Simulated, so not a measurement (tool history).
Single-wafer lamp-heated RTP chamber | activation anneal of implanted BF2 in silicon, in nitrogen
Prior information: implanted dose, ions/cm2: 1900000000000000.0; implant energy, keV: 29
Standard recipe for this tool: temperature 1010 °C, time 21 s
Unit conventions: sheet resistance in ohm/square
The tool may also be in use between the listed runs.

run	hour	temperature	time	read-back reference wafer on the same gauge, sheet resistance	sheet resistance
1	0.0	1010	21	129.00	125.22
2	34.0	1010	21	128.86	123.63
3	79.6	1010	21	129.09	122.32
# hour 93.3: pyrometer window cleaned and pyrometer calibrated
4	137.5	1010	21	129.02	128.04
5	198.8	1021	17	128.65	121.68
6	225.8	1021	17	129.08	118.72
7	254.1	1021	17	129.13	118.67
8	323.0	1010	21	129.05	122.27
9	380.7	1010	21	129.22	119.22
# hour 410.4: pyrometer window cleaned and pyrometer calibrated
10	424.2	1010	21	128.93	126.69
11	456.3	1035	13	128.92	116.02
# hour 473.4: gauge calibrated
12	492.7	1039	14	128.67	110.15
13	553.0	1024	28	128.97	107.25
14	578.1	1010	21	128.97	120.46
# hour 621.3: reflector plate cleaned
15	628.9	1010	21	128.99	125.35
16	698.0	1010	21	128.79	124.80
# hour 714.5: pyrometer window cleaned and pyrometer calibrated
17	729.3	1025	31	128.82	111.15
18	790.7	1029	9	129.03	129.17
19	848.7	994	28	128.85	137.06
20	915.7	1010	15	129.13	129.87
# hour 937.5: gauge calibrated
# hour 954.8: pyrometer window cleaned and pyrometer calibrated
21	970.6	982	29	129.02	154.60

What the log doesn't show, run by run:
gauge reads high (%): 0 at every run
H1: true wafer temperature minus pyrometer reading, K
H2: wafer temperature error from the tarnished reflector plate, K
run	H1	H2
1	6.56	1.78
2	7.5	1.96
3	8.77	2.23
4	2.06	2.61
5	3.77	3.08
6	4.52	3.31
7	5.31	3.55
8	7.22	4.21
9	8.83	4.81
10	0.478	5.3
11	1.37	5.68
12	2.38	6.13
13	4.06	6.92
14	4.76	7.27
15	6.17	0.481
16	8.09	0.526
17	0.745	0.571
18	2.45	0.704
19	4.07	0.883
20	5.93	1.15
21	1.02	1.43

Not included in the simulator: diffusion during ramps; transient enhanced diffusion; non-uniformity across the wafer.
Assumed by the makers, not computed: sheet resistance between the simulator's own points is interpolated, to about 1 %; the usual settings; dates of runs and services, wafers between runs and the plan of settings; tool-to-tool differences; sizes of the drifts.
